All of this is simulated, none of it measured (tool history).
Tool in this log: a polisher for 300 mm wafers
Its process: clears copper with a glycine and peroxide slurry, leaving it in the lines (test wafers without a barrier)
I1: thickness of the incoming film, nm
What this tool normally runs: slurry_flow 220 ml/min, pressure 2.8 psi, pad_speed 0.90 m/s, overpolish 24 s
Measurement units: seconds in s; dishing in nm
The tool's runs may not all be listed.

{"run": 1, "day": 0.0, "slurry_flow": 220, "pressure": 2.8, "pad_speed": 0.9, "overpolish": 24, "I1": 470.0, "seconds": 79.7, "dishing": 77.9}
{"run": 2, "day": 0.258, "slurry_flow": 220, "pressure": 2.8, "pad_speed": 0.9, "overpolish": 24, "I1": 463.7, "seconds": 77.7, "dishing": 79.0}
{"run": 3, "day": 0.829, "slurry_flow": 220, "pressure": 2.8, "pad_speed": 0.9, "overpolish": 24, "I1": 466.1, "seconds": 78.3, "dishing": 79.9}
{"run": 4, "day": 1.467, "slurry_flow": 220, "pressure": 2.8, "pad_speed": 0.98, "overpolish": 24, "I1": 470.8, "seconds": 73.0, "dishing": 81.4}
{"run": 5, "day": 3.508, "slurry_flow": 220, "pressure": 2.8, "pad_speed": 0.98, "overpolish": 24, "I1": 465.6, "seconds": 72.4, "dishing": 82.9}
{"run": 6, "day": 4.104, "slurry_flow": 220, "pressure": 2.8, "pad_speed": 0.98, "overpolish": 24, "I1": 457.5, "seconds": 73.1, "dishing": 80.1}
{"run": 7, "day": 4.683, "slurry_flow": 255, "pressure": 2.8, "pad_speed": 1.14, "overpolish": 24, "I1": 459.8, "seconds": 62.2, "dishing": 89.1}
{"day": 4.954, "done": "worn pad replaced by a new one"}
{"run": 8, "day": 5.4, "slurry_flow": 255, "pressure": 2.8, "pad_speed": 1.14, "overpolish": 24, "I1": 461.9, "seconds": 63.6, "dishing": 90.5}
{"run": 9, "day": 5.883, "slurry_flow": 255, "pressure": 2.8, "pad_speed": 1.14, "overpolish": 24, "I1": 471.1, "seconds": 63.2, "dishing": 92.0}
{"run": 10, "day": 7.346, "slurry_flow": 220, "pressure": 2.8, "pad_speed": 0.9, "overpolish": 24, "I1": 466.5, "seconds": 78.9, "dishing": 79.2}
{"run": 11, "day": 8.288, "slurry_flow": 220, "pressure": 2.8, "pad_speed": 0.9, "overpolish": 24, "I1": 458.9, "seconds": 79.1, "dishing": 77.5}
{"run": 12, "day": 8.804, "slurry_flow": 220, "pressure": 2.8, "pad_speed": 0.9, "overpolish": 24, "I1": 462.5, "seconds": 78.6, "dishing": 77.8}
{"run": 13, "day": 9.517, "slurry_flow": 220, "pressure": 2.8, "pad_speed": 0.9, "overpolish": 28, "I1": 460.4, "seconds": 78.9, "dishing": 86.5}
{"run": 14, "day": 10.204, "slurry_flow": 220, "pressure": 2.8, "pad_speed": 0.9, "overpolish": 24, "I1": 458.7, "seconds": 78.1, "dishing": 79.1}
{"day": 10.562, "done": "slurry nozzle cleaned"}
{"run": 15, "day": 10.633, "slurry_flow": 220, "pressure": 3.2, "pad_speed": 0.9, "overpolish": 20, "I1": 472.8, "seconds": 80.6, "dishing": 67.8}
{"run": 16, "day": 11.371, "slurry_flow": 220, "pressure": 2.0, "pad_speed": 1.08, "overpolish": 30, "I1": 468.6, "seconds": 85.2, "dishing": 83.4}
{"run": 17, "day": 11.958, "slurry_flow": 255, "pressure": 3.2, "pad_speed": 0.9, "overpolish": 19, "I1": 463.2, "seconds": 75.8, "dishing": 67.0}
{"run": 18, "day": 12.567, "slurry_flow": 260, "pressure": 3.2, "pad_speed": 0.9, "overpolish": 24, "I1": 459.1, "seconds": 76.7, "dishing": 80.6}
{"run": 19, "day": 13.1, "slurry_flow": 290, "pressure": 2.0, "pad_speed": 1.02, "overpolish": 12, "I1": 470.7, "seconds": 85.4, "dishing": 40.3}
{"day": 13.408, "done": "slurry nozzle cleaned, repeated, since the last time left the tool worse"}
{"run": 20, "day": 13.65, "slurry_flow": 255, "pressure": 2.8, "pad_speed": 1.14, "overpolish": 24, "I1": 465.9, "seconds": 61.5, "dishing": 94.8}
{"day": 13.833, "done": "head pressure recalibrated"}
{"day": 13.892, "done": "worn pad replaced by a new one"}
{"run": 21, "day": 14.262, "slurry_flow": 220, "pressure": 2.8, "pad_speed": 0.68, "overpolish": 16, "I1": 459.7, "seconds": 93.4, "dishing": 48.3}
{"run": 22, "day": 14.604, "slurry_flow": 270, "pressure": 2.8, "pad_speed": 0.9, "overpolish": 32, "I1": 471.1, "seconds": 76.2, "dishing": 100.5}
{"run": 23, "day": 15.208, "slurry_flow": 255, "pressure": 2.8, "pad_speed": 1.14, "overpolish": 24, "I1": 464.1, "seconds": 61.8, "dishing": 92.4}
{"run": 24, "day": 15.6, "slurry_flow": 275, "pressure": 2.8, "pad_speed": 1.2, "overpolish": 24, "I1": 462.6, "seconds": 58.5, "dishing": 97.7}
{"run": 25, "day": 15.942, "slurry_flow": 220, "pressure": 2.8, "pad_speed": 0.9, "overpolish": 16, "I1": 467.5, "seconds": 77.3, "dishing": 57.6}
{"run": 26, "day": 16.312, "slurry_flow": 220, "pressure": 2.8, "pad_speed": 0.9, "overpolish": 24, "I1": 463.0, "seconds": 77.0, "dishing": 80.4}
{"run": 27, "day": 16.85, "slurry_flow": 255, "pressure": 2.8, "pad_speed": 1.14, "overpolish": 24, "I1": 456.1, "seconds": 60.1, "dishing": 92.3}
{"run": 28, "day": 17.358, "slurry_flow": 220, "pressure": 2.8, "pad_speed": 0.9, "overpolish": 24, "I1": 464.1, "seconds": 76.3, "dishing": 81.7}
{"run": 29, "day": 17.988, "slurry_flow": 220, "pressure": 2.8, "pad_speed": 0.9, "overpolish": 24, "I1": 464.6, "seconds": 74.8, "dishing": 79.7}

Table of differences, measured result less the result of that run with no hidden state. Run-to-run variation is the same in both. Gauge scatter possibly is not:
The tool's hidden condition here consists of: removal rate lost through wear of the pad, %; slurry flow missing at the pad, %; deviation of the head's pressure from its setpoint, %.
run=1 seconds=+1.7 dishing=-1.4
run=2 seconds=+1.7 dishing=-1.4
run=3 seconds=+1.8 dishing=-1.4
run=4 seconds=+1.7 dishing=-1.5
run=5 seconds=+2.0 dishing=-1.8
run=6 seconds=+2.1 dishing=-1.7
run=7 seconds=+1.6 dishing=-1.8
run=8 seconds=+1.7 dishing=-1.9
run=9 seconds=+1.8 dishing=-1.9
run=10 seconds=+2.8 dishing=-2.3
run=11 seconds=+3.1 dishing=-2.3
run=12 seconds=+3.1 dishing=-2.5
run=13 seconds=+3.3 dishing=-2.8
run=14 seconds=+3.4 dishing=-2.8
run=15 seconds=+8.5 dishing=-6.5
run=16 seconds=+9.0 dishing=-7.0
run=17 seconds=+7.0 dishing=-5.6
run=18 seconds=+7.1 dishing=-6.3
run=19 seconds=+7.2 dishing=-3.3
run=20 seconds=+0.1 dishing=-0.1
run=21 seconds=+0.1 dishing=-0.1
run=22 seconds=+0.1 dishing=-0.1
run=23 seconds=+0.1 dishing=-0.1
run=24 seconds=+0.1 dishing=-0.1
run=25 seconds=+0.1 dishing=-0.1
run=26 seconds=+0.2 dishing=-0.2
run=27 seconds=+0.1 dishing=-0.1
run=28 seconds=+0.2 dishing=-0.2
run=29 seconds=+0.1 dishing=-0.2
